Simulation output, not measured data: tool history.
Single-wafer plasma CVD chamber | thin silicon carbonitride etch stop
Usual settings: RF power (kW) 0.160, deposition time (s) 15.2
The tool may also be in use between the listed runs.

| run | day | RF power (kW) | deposition time (s) | read-back reference wafer on the same gauge, thickness_nm | mean film thickness on the monitor wafer (nm) |
|---|---|---|---|---|---|
| 1 | 0.000 | 0.160 | 13.2 | 5.861 | 6.201 |
| 2 | 2.138 | 0.160 | 13.2 | 5.876 | 6.164 |
| 3 | 4.883 | 0.160 | 15.2 | 5.871 | 7.106 |
| 4 | 7.425 | 0.160 | 15.2 | 5.864 | 7.056 |
| 5 | 10.408 | 0.160 | 15.2 | 5.876 | 7.076 |
| 6 | 11.433 | 0.160 | 15.2 | 5.870 | 7.100 |
| 7 | 13.779 | 0.160 | 15.2 | 5.871 | 7.098 |
| 8 | 16.608 | 0.160 | 15.2 | 5.872 | 7.070 |
| 9 | 18.388 | 0.160 | 15.2 | 5.870 | 7.015 |
| 10 | 25.767 | 0.160 | 15.2 | 5.862 | 7.057 |
| 11 | 27.054 | 0.185 | 15.2 | 5.873 | 7.375 |
| 12 | 29.838 | 0.185 | 15.2 | 5.866 | 7.341 |
| 13 | 31.371 | 0.160 | 16.3 | 5.865 | 7.543 |
| 14 | 33.054 | 0.160 | 15.2 | 5.875 | 6.988 |
|  | 33.992 | showerhead replaced |
|  | 34.629 | RF generator calibrated |
| 15 | 35.162 | 0.145 | 15.2 | 5.872 | 6.747 |
|  | 36.679 | thermocouple changed; heater temperature recalibrated |
| 16 | 37.458 | 0.160 | 17.9 | 5.867 | 8.214 |
| 17 | 39.312 | 0.180 | 15.2 | 5.869 | 7.218 |
| 18 | 41.129 | 0.185 | 13.0 | 5.864 | 6.253 |
| 19 | 43.179 | 0.190 | 12.5 | 5.880 | 6.030 |
|  | 44.642 | gauge calibrated |
|  | 49.375 | RF generator calibrated, repeated, since the last time left the tool worse |
| 20 | 50.221 | 0.145 | 13.9 | 5.880 | 6.296 |
| 21 | 51.862 | 0.160 | 13.2 | 5.874 | 6.188 |
| 22 | 53.962 | 0.130 | 16.9 | 5.866 | 7.374 |
| 23 | 56.483 | 0.145 | 12.6 | 5.861 | 5.737 |
| 24 | 59.462 | 0.175 | 15.2 | 5.866 | 7.293 |
| 25 | 61.371 | 0.160 | 13.1 | 5.868 | 6.154 |
| 26 | 63.629 | 0.140 | 16.3 | 5.872 | 7.300 |

The same runs without the tool's hidden state, with the same run-to-run variation:
The hidden state here: wafer temperature above the value expected at the setpoint (K); delivered RF power above the setpoint (%); gauge reads high (%).
| run | mean film thickness on the monitor wafer (nm) |
|---|---|
| 1 | 6.237 |
| 2 | 6.203 |
| 3 | 7.158 |
| 4 | 7.113 |
| 5 | 7.139 |
| 6 | 7.166 |
| 7 | 7.169 |
| 8 | 7.148 |
| 9 | 7.096 |
| 10 | 7.155 |
| 11 | 7.480 |
| 12 | 7.452 |
| 13 | 7.661 |
| 14 | 7.101 |
| 15 | 6.957 |
| 16 | 8.476 |
| 17 | 7.453 |
| 18 | 6.460 |
| 19 | 6.234 |
| 20 | 6.299 |
| 21 | 6.194 |
| 22 | 7.386 |
| 23 | 5.751 |
| 24 | 7.317 |
| 25 | 6.177 |
| 26 | 7.333 |
